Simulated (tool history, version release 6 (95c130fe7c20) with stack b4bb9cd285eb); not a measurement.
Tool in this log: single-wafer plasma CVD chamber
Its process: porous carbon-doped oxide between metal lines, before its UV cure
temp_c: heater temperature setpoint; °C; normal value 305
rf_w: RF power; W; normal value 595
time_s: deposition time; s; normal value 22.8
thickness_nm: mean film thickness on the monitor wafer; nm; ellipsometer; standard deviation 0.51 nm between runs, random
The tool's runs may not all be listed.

run   hour  temp_c  rf_w  time_s  wafers since the last listed run  hours since the last thermocouple change  hours since the last RF generator calibration  hours since the showerhead was replaced  hours since the gauge calibration  read-back reference wafer on the same gauge, thickness_nm  thickness_nm
  1    0.0     294   595    22.8                                 0                                    2802.9                                         2003.7                                   2993.6                              174.7                                                    144.961       142.016
       7.4  -- gauge calibrated
  2   15.7     294   595    22.8                               336                                    2818.6                                         2019.4                                   3009.3                                8.3                                                    145.041       142.066
  3   22.8     298   595    20.4                               152                                    2825.7                                         2026.5                                   3016.4                               15.4                                                    145.004       124.350
  4   34.5     305   505    26.4                               250                                    2837.4                                         2038.2                                   3028.1                               27.1                                                    144.927       135.018
  5   49.0     305   505    26.4                               310                                    2851.9                                         2052.7                                   3042.6                               41.6                                                    145.004       135.451
  6   58.6     305   505    26.4                               205                                    2861.5                                         2062.3                                   3052.2                               51.2                                                    145.195       135.592
  7   68.1     305   595    23.8                               203                                    2871.0                                         2071.8                                   3061.7                               60.7                                                    145.074       138.919
  8   83.3     305   595    23.8                               325                                    2886.2                                         2087.0                                   3076.9                               75.9                                                    145.029       139.165
  9   89.5     305   595    23.8                               132                                    2892.4                                         2093.2                                   3083.1                               82.1                                                    145.041       138.670
 10  100.3     305   595    22.8                               231                                    2903.2                                         2104.0                                   3093.9                               92.9                                                    144.910       133.994
 11  108.4     305   595    22.8                               173                                    2911.3                                         2112.1                                   3102.0                              101.0                                                    144.939       133.528
     125.4  -- thermocouple changed; heater temperature recalibrated
     129.6  -- RF generator calibrated
 12  130.1     305   595    22.8                               204                                       4.7                                            0.5                                   3123.7                              122.7                                                    145.010       134.198
 13  134.4     305   595    22.8                                92                                       9.0                                            4.8                                   3128.0                              127.0                                                    144.907       134.517
 14  146.3     305   485    24.8                               255                                      20.9                                           16.7                                   3139.9                              138.9                                                    145.080       124.300
 15  168.2     292   625    26.4                               469                                      42.8                                           38.6                                   3161.8                              160.8                                                    145.007       169.547
     177.6  -- showerhead replaced
 16  178.1     305   595    22.8                                40                                      52.7                                           48.5                                      0.5                              170.7                                                    145.135       134.090
 17  185.4     320   710    25.2                               156                                      60.0                                           55.8                                      7.8                              178.0                                                    144.914       155.157
 18  193.9     305   505    22.8                               182                                      68.5                                           64.3                                     16.3                              186.5                                                    145.044       117.933

Run 19, settings as shown, results not yet in. Your forecast:
 19  203.9     305   595    19.1                               214                                      78.5                                           74.3                                     26.3                              196.5                                                          ?             ?

read-back reference wafer on the same gauge, thickness_nm: 144.942
thickness_nm: 112.399 nm
With the hidden condition absent and the run-to-run variation left alone, this run would have shown thickness_nm 112.399 nm.
